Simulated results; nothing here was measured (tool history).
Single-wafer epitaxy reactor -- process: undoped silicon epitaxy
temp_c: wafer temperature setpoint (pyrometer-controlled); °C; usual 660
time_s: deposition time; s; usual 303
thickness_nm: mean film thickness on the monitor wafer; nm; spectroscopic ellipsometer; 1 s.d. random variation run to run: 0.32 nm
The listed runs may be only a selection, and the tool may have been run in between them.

run,hour,temp_c,time_s,wafers since the last listed run,hours since the last pyrometer calibration,hours since the gauge calibration,"read-back reference wafer on the same gauge, thickness_nm",thickness_nm
1,0,660,303,0,1187,91.2,64.567,62.603
2,12.2,660,303,46,1199.2,103.4,64.62,62.376
3,35.5,660,303,89,1222.5,126.7,64.633,62.268
4,71.3,648,303,137,1258.3,162.5,64.612,49.193
5,103,648,303,121,1290,194.2,64.605,48.288
6,119.6,648,303,63,1306.6,210.8,64.617,48.449
7,132.7,660,303,50,1319.7,223.9,64.547,62.494
8,168.7,660,303,137,1355.7,259.9,64.599,62.933
9,192.3,660,303,90,1379.3,283.5,64.628,62.877
10,216.8,660,303,93,1403.8,308,64.571,62.455
11,231.5,660,303,56,1418.5,322.7,64.597,62.866
12,339,660,303,412,1526,430.2,64.561,62.95
13,372.9,660,303,129,1559.9,464.1,64.613,62.666
# hour 406: pyrometer calibrated
14,414.7,660,303,129,8.7,505.9,64.526,59.569
15,447.1,660,272,124,41.1,538.3,64.561,53.379
16,479.9,670,303,125,73.9,571.1,64.569,72.836
17,517.3,670,303,143,111.3,608.5,64.545,72.45
# hour 521.7: gauge calibrated
18,535.2,660,303,68,129.2,13.5,64.626,60.2
19,566,660,303,118,160,44.3,64.529,59.536
20,589.5,656,303,90,183.5,67.8,64.642,55.454
21,608.9,660,303,74,202.9,87.2,64.646,60.049
22,624.3,651,265,59,218.3,102.6,64.637,44.155
23,639.3,665,270,57,233.3,117.6,64.6,59.405
24,667.6,668,334,108,261.6,145.9,64.609,78.257
25,688.6,660,248,80,282.6,166.9,64.658,49.141
26,720.7,673,303,123,314.7,199,64.6,78.944
27,740.8,648,354,77,334.8,219.1,64.573,55.412
28,754.6,672,345,52,348.6,232.9,64.605,88.609
29,779,660,352,93,373,257.3,64.656,70.4
30,804.6,660,303,98,398.6,282.9,64.552,60.804
31,836.6,660,303,122,430.6,314.9,64.611,60.715
32,856,660,277,74,450,334.3,64.66,55.871
33,890.4,665,270,131,484.4,368.7,64.578,59.909
34,918.2,660,303,106,512.2,396.5,64.63,60.894
35,930.9,660,303,48,524.9,409.2,64.628,61.65
36,948,670,303,65,542,426.3,64.577,75.217
37,984,652,270,137,578,462.3,64.58,46.465
38,999,654,349,57,593,477.3,64.571,62.452
39,1023.6,660,266,94,617.6,501.9,64.637,53.5
# hour 1036: gauge calibrated
40,1051.5,666,353,106,645.5,15.5,64.655,81.295
41,1070.7,660,303,73,664.7,34.7,64.529,61.269

Forecast each of these 3 alternatives for the next run:
A,1071.2,675,303,1,665.2,35.2,?,?
B,1071.2,656,355,1,665.2,35.2,?,?
C,1071.2,660,255,1,665.2,35.2,?,?

run,"read-back reference wafer on the same gauge, thickness_nm",thickness_nm
A,64.645,82.929
B,64.645,65.964
C,64.645,51.473
Stripped of hidden state, with their random variation kept, the same runs would have yielded:
run,thickness_nm
A,79.849
B,63.418
C,49.502
